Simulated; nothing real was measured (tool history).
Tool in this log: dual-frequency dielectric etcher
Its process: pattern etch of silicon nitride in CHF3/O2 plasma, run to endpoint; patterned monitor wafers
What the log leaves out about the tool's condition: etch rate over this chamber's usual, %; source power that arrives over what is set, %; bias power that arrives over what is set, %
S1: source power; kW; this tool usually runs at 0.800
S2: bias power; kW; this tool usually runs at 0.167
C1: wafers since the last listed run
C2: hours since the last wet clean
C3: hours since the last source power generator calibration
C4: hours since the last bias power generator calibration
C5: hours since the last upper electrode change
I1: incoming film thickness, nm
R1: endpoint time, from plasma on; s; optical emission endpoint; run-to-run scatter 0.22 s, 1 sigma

{"run": 1, "hour": 0.0, "S1": 0.66, "S2": 0.149, "C1": 0, "C2": 160.2, "C3": 2181.8, "C4": 1595.2, "C5": 2712.3, "I1": 103.0, "R1": 68.2}
{"run": 2, "hour": 16.9, "S1": 0.66, "S2": 0.149, "C1": 200, "C2": 177.1, "C3": 2198.7, "C4": 1612.1, "C5": 2729.2, "I1": 104.8, "R1": 69.5}
{"run": 3, "hour": 31.4, "S1": 0.66, "S2": 0.149, "C1": 171, "C2": 191.6, "C3": 2213.2, "C4": 1626.6, "C5": 2743.7, "I1": 103.5, "R1": 68.7}
{"run": 4, "hour": 50.1, "S1": 0.89, "S2": 0.167, "C1": 221, "C2": 210.3, "C3": 2231.9, "C4": 1645.3, "C5": 2762.4, "I1": 104.0, "R1": 59.0}
{"run": 5, "hour": 90.5, "S1": 0.89, "S2": 0.167, "C1": 478, "C2": 250.7, "C3": 2272.3, "C4": 1685.7, "C5": 2802.8, "I1": 104.4, "R1": 59.3}
{"run": 6, "hour": 105.2, "S1": 0.89, "S2": 0.167, "C1": 174, "C2": 265.4, "C3": 2287.0, "C4": 1700.4, "C5": 2817.5, "I1": 103.5, "R1": 58.4}
{"run": 7, "hour": 120.8, "S1": 0.8, "S2": 0.167, "C1": 184, "C2": 281.0, "C3": 2302.6, "C4": 1716.0, "C5": 2833.1, "I1": 104.1, "R1": 61.6}
{"run": 8, "hour": 133.6, "S1": 0.8, "S2": 0.167, "C1": 151, "C2": 293.8, "C3": 2315.4, "C4": 1728.8, "C5": 2845.9, "I1": 103.4, "R1": 61.1}
{"run": 9, "hour": 150.7, "S1": 0.8, "S2": 0.167, "C1": 202, "C2": 310.9, "C3": 2332.5, "C4": 1745.9, "C5": 2863.0, "I1": 105.3, "R1": 61.9}
{"run": 10, "hour": 164.9, "S1": 0.8, "S2": 0.167, "C1": 168, "C2": 325.1, "C3": 2346.7, "C4": 1760.1, "C5": 2877.2, "I1": 103.3, "R1": 60.7}
{"run": 11, "hour": 177.8, "S1": 0.93, "S2": 0.2, "C1": 152, "C2": 338.0, "C3": 2359.6, "C4": 1773.0, "C5": 2890.1, "I1": 104.6, "R1": 55.4}
{"hour": 207.7, "done": "wet clean of the chamber"}
{"hour": 211.4, "done": "upper electrode replaced"}
{"run": 12, "hour": 211.9, "S1": 0.8, "S2": 0.167, "C1": 75, "C2": 4.2, "C3": 2393.7, "C4": 1807.1, "C5": 0.5, "I1": 104.0, "R1": 63.4}
{"run": 13, "hour": 212.2, "S1": 0.95, "S2": 0.167, "C1": 3, "C2": 4.5, "C3": 2394.0, "C4": 1807.4, "C5": 0.8, "I1": 104.4, "R1": 59.5}
{"run": 14, "hour": 212.6, "S1": 0.88, "S2": 0.148, "C1": 4, "C2": 4.9, "C3": 2394.4, "C4": 1807.8, "C5": 1.2, "I1": 104.1, "R1": 62.6}
{"run": 15, "hour": 223.4, "S1": 0.89, "S2": 0.156, "C1": 128, "C2": 15.7, "C3": 2405.2, "C4": 1818.6, "C5": 12.0, "I1": 103.9, "R1": 61.4}
{"run": 16, "hour": 229.9, "S1": 0.92, "S2": 0.129, "C1": 77, "C2": 22.2, "C3": 2411.7, "C4": 1825.1, "C5": 18.5, "I1": 103.8, "R1": 63.6}
{"run": 17, "hour": 240.1, "S1": 0.8, "S2": 0.134, "C1": 120, "C2": 32.4, "C3": 2421.9, "C4": 1835.3, "C5": 28.7, "I1": 104.0, "R1": 66.4}
{"run": 18, "hour": 256.7, "S1": 0.73, "S2": 0.185, "C1": 196, "C2": 49.0, "C3": 2438.5, "C4": 1851.9, "C5": 45.3, "I1": 103.7, "R1": 63.0}
{"run": 19, "hour": 272.9, "S1": 0.61, "S2": 0.18, "C1": 192, "C2": 65.2, "C3": 2454.7, "C4": 1868.1, "C5": 61.5, "I1": 105.7, "R1": 69.3}
{"run": 20, "hour": 280.9, "S1": 0.87, "S2": 0.18, "C1": 94, "C2": 73.2, "C3": 2462.7, "C4": 1876.1, "C5": 69.5, "I1": 104.1, "R1": 59.5}
{"hour": 296.3, "done": "source power generator calibrated"}
{"run": 21, "hour": 298.6, "S1": 0.99, "S2": 0.167, "C1": 162, "C2": 90.9, "C3": 2.3, "C4": 1893.8, "C5": 87.2, "I1": 105.1, "R1": 58.3}
{"run": 22, "hour": 304.8, "S1": 0.63, "S2": 0.167, "C1": 73, "C2": 97.1, "C3": 8.5, "C4": 1900.0, "C5": 93.4, "I1": 103.9, "R1": 68.4}
{"run": 23, "hour": 314.0, "S1": 0.68, "S2": 0.143, "C1": 109, "C2": 106.3, "C3": 17.7, "C4": 1909.2, "C5": 102.6, "I1": 104.4, "R1": 69.8}
{"hour": 329.7, "done": "bias power generator calibrated"}
{"run": 24, "hour": 330.2, "S1": 0.63, "S2": 0.198, "C1": 144, "C2": 122.5, "C3": 33.9, "C4": 0.5, "C5": 118.8, "I1": 104.8, "R1": 65.7}
{"run": 25, "hour": 340.1, "S1": 0.61, "S2": 0.145, "C1": 117, "C2": 132.4, "C3": 43.8, "C4": 10.4, "C5": 128.7, "I1": 104.5, "R1": 72.4}
{"run": 26, "hour": 349.1, "S1": 0.62, "S2": 0.143, "C1": 106, "C2": 141.4, "C3": 52.8, "C4": 19.4, "C5": 137.7, "I1": 102.8, "R1": 71.0}
{"run": 27, "hour": 362.8, "S1": 0.72, "S2": 0.126, "C1": 162, "C2": 155.1, "C3": 66.5, "C4": 33.1, "C5": 151.4, "I1": 102.8, "R1": 69.0}
{"run": 28, "hour": 374.7, "S1": 0.89, "S2": 0.189, "C1": 141, "C2": 167.0, "C3": 78.4, "C4": 45.0, "C5": 163.3, "I1": 105.4, "R1": 58.5}
{"run": 29, "hour": 388.2, "S1": 0.72, "S2": 0.167, "C1": 160, "C2": 180.5, "C3": 91.9, "C4": 58.5, "C5": 176.8, "I1": 104.6, "R1": 64.7}
{"run": 30, "hour": 397.5, "S1": 0.66, "S2": 0.199, "C1": 110, "C2": 189.8, "C3": 101.2, "C4": 67.8, "C5": 186.1, "I1": 104.4, "R1": 64.1}
{"run": 31, "hour": 413.1, "S1": 0.8, "S2": 0.167, "C1": 184, "C2": 205.4, "C3": 116.8, "C4": 83.4, "C5": 201.7, "I1": 104.4, "R1": 62.2}
{"run": 32, "hour": 422.6, "S1": 0.8, "S2": 0.167, "C1": 112, "C2": 214.9, "C3": 126.3, "C4": 92.9, "C5": 211.2, "I1": 104.5, "R1": 62.0}
{"run": 33, "hour": 437.6, "S1": 0.8, "S2": 0.167, "C1": 177, "C2": 229.9, "C3": 141.3, "C4": 107.9, "C5": 226.2, "I1": 104.4, "R1": 62.2}
{"run": 34, "hour": 479.8, "S1": 0.71, "S2": 0.206, "C1": 500, "C2": 272.1, "C3": 183.5, "C4": 150.1, "C5": 268.4, "I1": 104.7, "R1": 61.9}

The tool's hidden state at each run:
source power that arrives over what is set, %: 0, the same for each run
bias power that arrives over what is set, %: 0, the same for each run
H1: etch rate over this chamber's usual, %
run=1 H1=1.27
run=2 H1=1.43
run=3 H1=1.56
run=4 H1=1.74
run=5 H1=2.12
run=6 H1=2.25
run=7 H1=2.4
run=8 H1=2.52
run=9 H1=2.68
run=10 H1=2.81
run=11 H1=2.93
run=12 H1=-0.231
run=13 H1=-0.228
run=14 H1=-0.224
run=15 H1=-0.123
run=16 H1=-0.0627
run=17 H1=0.0324
run=18 H1=0.187
run=19 H1=0.338
run=20 H1=0.413
run=21 H1=0.578
run=22 H1=0.636
run=23 H1=0.721
run=24 H1=0.872
run=25 H1=0.965
run=26 H1=1.05
run=27 H1=1.18
run=28 H1=1.29
run=29 H1=1.41
run=30 H1=1.5
run=31 H1=1.65
run=32 H1=1.73
run=33 H1=1.87
run=34 H1=2.27

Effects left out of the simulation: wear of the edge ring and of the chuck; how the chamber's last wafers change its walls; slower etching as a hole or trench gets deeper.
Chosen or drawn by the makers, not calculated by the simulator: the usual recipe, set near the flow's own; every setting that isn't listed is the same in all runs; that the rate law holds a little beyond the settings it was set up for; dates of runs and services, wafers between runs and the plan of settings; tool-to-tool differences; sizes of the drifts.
